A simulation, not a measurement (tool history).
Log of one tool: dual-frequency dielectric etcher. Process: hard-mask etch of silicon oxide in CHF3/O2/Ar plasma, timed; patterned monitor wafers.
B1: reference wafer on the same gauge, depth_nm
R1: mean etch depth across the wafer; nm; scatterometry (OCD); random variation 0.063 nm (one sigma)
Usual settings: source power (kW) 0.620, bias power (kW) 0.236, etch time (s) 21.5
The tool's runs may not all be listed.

run 1 hour=0.0 | source_power_(kW)=0.620 bias_power_(kW)=0.236 etch_time_(s)=21.5 | B1=45.58 | R1=42.67
run 2 hour=11.0 | source_power_(kW)=0.620 bias_power_(kW)=0.236 etch_time_(s)=21.5 | B1=45.60 | R1=42.57
run 3 hour=23.3 | source_power_(kW)=0.620 bias_power_(kW)=0.236 etch_time_(s)=21.5 | B1=45.58 | R1=42.73
run 4 hour=40.4 | source_power_(kW)=0.620 bias_power_(kW)=0.236 etch_time_(s)=21.5 | B1=45.58 | R1=42.70
run 5 hour=51.8 | source_power_(kW)=0.620 bias_power_(kW)=0.236 etch_time_(s)=21.5 | B1=45.64 | R1=42.68
run 6 hour=67.0 | source_power_(kW)=0.620 bias_power_(kW)=0.236 etch_time_(s)=18.0 | B1=45.58 | R1=35.84
run 7 hour=82.5 | source_power_(kW)=0.620 bias_power_(kW)=0.236 etch_time_(s)=18.0 | B1=45.60 | R1=35.81
run 8 hour=99.1 | source_power_(kW)=0.620 bias_power_(kW)=0.236 etch_time_(s)=19.5 | B1=45.61 | R1=38.81
-- hour=129.9 wet clean of the chamber
-- hour=151.4 upper electrode replaced
run 9 hour=151.9 | source_power_(kW)=0.620 bias_power_(kW)=0.236 etch_time_(s)=19.5 | B1=45.60 | R1=38.22
run 10 hour=152.2 | source_power_(kW)=0.620 bias_power_(kW)=0.236 etch_time_(s)=21.5 | B1=45.60 | R1=42.02
run 11 hour=152.5 | source_power_(kW)=0.620 bias_power_(kW)=0.236 etch_time_(s)=21.5 | B1=45.63 | R1=42.09
run 12 hour=155.2 | source_power_(kW)=0.620 bias_power_(kW)=0.236 etch_time_(s)=21.5 | B1=45.60 | R1=42.18
run 13 hour=198.0 | source_power_(kW)=0.620 bias_power_(kW)=0.236 etch_time_(s)=21.5 | B1=45.60 | R1=42.18
run 14 hour=214.3 | source_power_(kW)=0.620 bias_power_(kW)=0.236 etch_time_(s)=17.0 | B1=45.61 | R1=33.39
run 15 hour=221.7 | source_power_(kW)=0.520 bias_power_(kW)=0.195 etch_time_(s)=24.5 | B1=45.62 | R1=42.09
run 16 hour=234.0 | source_power_(kW)=0.680 bias_power_(kW)=0.212 etch_time_(s)=23.5 | B1=45.59 | R1=46.84
run 17 hour=247.0 | source_power_(kW)=0.490 bias_power_(kW)=0.190 etch_time_(s)=17.0 | B1=45.60 | R1=28.29
run 18 hour=262.0 | source_power_(kW)=0.620 bias_power_(kW)=0.236 etch_time_(s)=21.5 | B1=45.61 | R1=42.38
run 19 hour=276.3 | source_power_(kW)=0.770 bias_power_(kW)=0.196 etch_time_(s)=27.0 | B1=45.58 | R1=55.69
-- hour=284.6 gauge calibrated
run 20 hour=287.5 | source_power_(kW)=0.500 bias_power_(kW)=0.257 etch_time_(s)=18.0 | B1=45.60 | R1=32.85
-- hour=304.3 source power generator calibrated
run 21 hour=304.7 | source_power_(kW)=0.620 bias_power_(kW)=0.289 etch_time_(s)=21.5 | B1=45.61 | R1=44.97
run 22 hour=319.0 | source_power_(kW)=0.780 bias_power_(kW)=0.236 etch_time_(s)=19.5 | B1=45.63 | R1=42.61
-- hour=348.7 bias power generator calibrated
run 23 hour=367.8 | source_power_(kW)=0.540 bias_power_(kW)=0.236 etch_time_(s)=24.0 | B1=45.60 | R1=44.52
run 24 hour=385.0 | source_power_(kW)=0.490 bias_power_(kW)=0.236 etch_time_(s)=26.5 | B1=45.63 | R1=46.96

Forecast run 25:
run 25 hour=394.9 | source_power_(kW)=0.620 bias_power_(kW)=0.236 etch_time_(s)=16.5 | B1=? | R1=?

{"run 25": {"B1": 45.62, "R1": 32.61}}
Without the tool's hidden state the same run would have given R1 32.28 nm.
